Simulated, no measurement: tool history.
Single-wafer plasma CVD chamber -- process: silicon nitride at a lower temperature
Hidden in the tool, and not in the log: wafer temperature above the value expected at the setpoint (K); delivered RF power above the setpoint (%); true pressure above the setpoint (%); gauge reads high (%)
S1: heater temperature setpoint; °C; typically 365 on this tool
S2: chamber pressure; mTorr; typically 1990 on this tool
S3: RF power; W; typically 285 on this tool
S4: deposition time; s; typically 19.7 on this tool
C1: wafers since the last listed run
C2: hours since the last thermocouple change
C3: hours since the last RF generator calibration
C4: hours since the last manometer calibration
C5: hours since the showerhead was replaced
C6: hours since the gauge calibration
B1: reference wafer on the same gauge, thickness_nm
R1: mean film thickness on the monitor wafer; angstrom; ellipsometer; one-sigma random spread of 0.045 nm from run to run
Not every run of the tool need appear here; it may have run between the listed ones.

run   hour   S1    S2   S3    S4   C1      C2      C3      C4      C5     C6      B1      R1
  1      0  356  1990  285  19.7    0  1102.6  1786.7  2036.9  3680.5    199  22.192  235.63
  2   30.1  365  1990  285  19.7  700  1132.7  1816.8    2067  3710.6  229.1  22.204  233.68
  3   47.6  365  1990  285  19.7  407  1150.2  1834.3  2084.5  3728.1  246.6  22.205  234.13
  4   71.4  365  1990  285  19.7  554    1174  1858.1  2108.3  3751.9  270.4  22.202  232.99
  5    101  365  1990  285  19.7  689  1203.6  1887.7  2137.9  3781.5    300  22.195  233.19
  6  125.3  365  1990  285  17.2  565  1227.9    1912  2162.2  3805.8  324.3  22.194  203.42
  7  152.2  365  1990  285  19.7  626  1254.8  1938.9  2189.1  3832.7  351.2  22.195  233.29
  8  167.3  365  1990  285  19.7  351  1269.9    1954  2204.2  3847.8  366.3  22.198  232.12
  9  180.5  365  1690  285  19.7  307  1283.1  1967.2  2217.4    3861  379.5    22.2  225.83
     185.5  -- gauge calibrated
     219.8  -- showerhead replaced
     225.3  -- thermocouple changed; heater temperature recalibrated
 10  225.8  379  1990  285  21.3  740     0.5  2012.5  2262.7       6   40.3  22.204  248.56
 11  246.4  365  1990  285  21.7  479    21.1  2033.1  2283.3    26.6   60.9  22.196  254.96
     265.4  -- capacitance manometer re-zeroed and calibrated
 12  267.3  376  1990  285  19.7  300      42    2054     1.9    47.5   81.8   22.21  229.84
 13  279.7  365  1990  285  19.7  288    54.4  2066.4    14.3    59.9   94.2    22.2  231.03
     291.4  -- RF generator calibrated
 14    308  365  1990  285  19.7  472    82.7    16.6    42.6    88.2  122.5  22.206  245.35
 15  329.8  359  2130  285  22.1  507   104.5    38.4    64.4     110  144.3  22.197  278.73
 16  355.1  355  1990  265  17.4  589   129.8    63.7    89.7   135.3  169.6  22.199  208.98
 17  371.3  359  1800  240  19.7  377     146    79.9   105.9   151.5  185.8  22.206  219.26

Results for each run, recomputed without the tool's hidden state and with each run's random variation untouched:
run      R1
  1  247.24
  2  245.57
  3  246.27
  4  245.38
  5  245.98
  6  214.86
  7  246.78
  8  245.75
  9  239.27
 10  264.05
 11  271.17
 12  244.75
 13   246.2
 14  246.58
 15  280.14
 16  210.09
 17  220.43
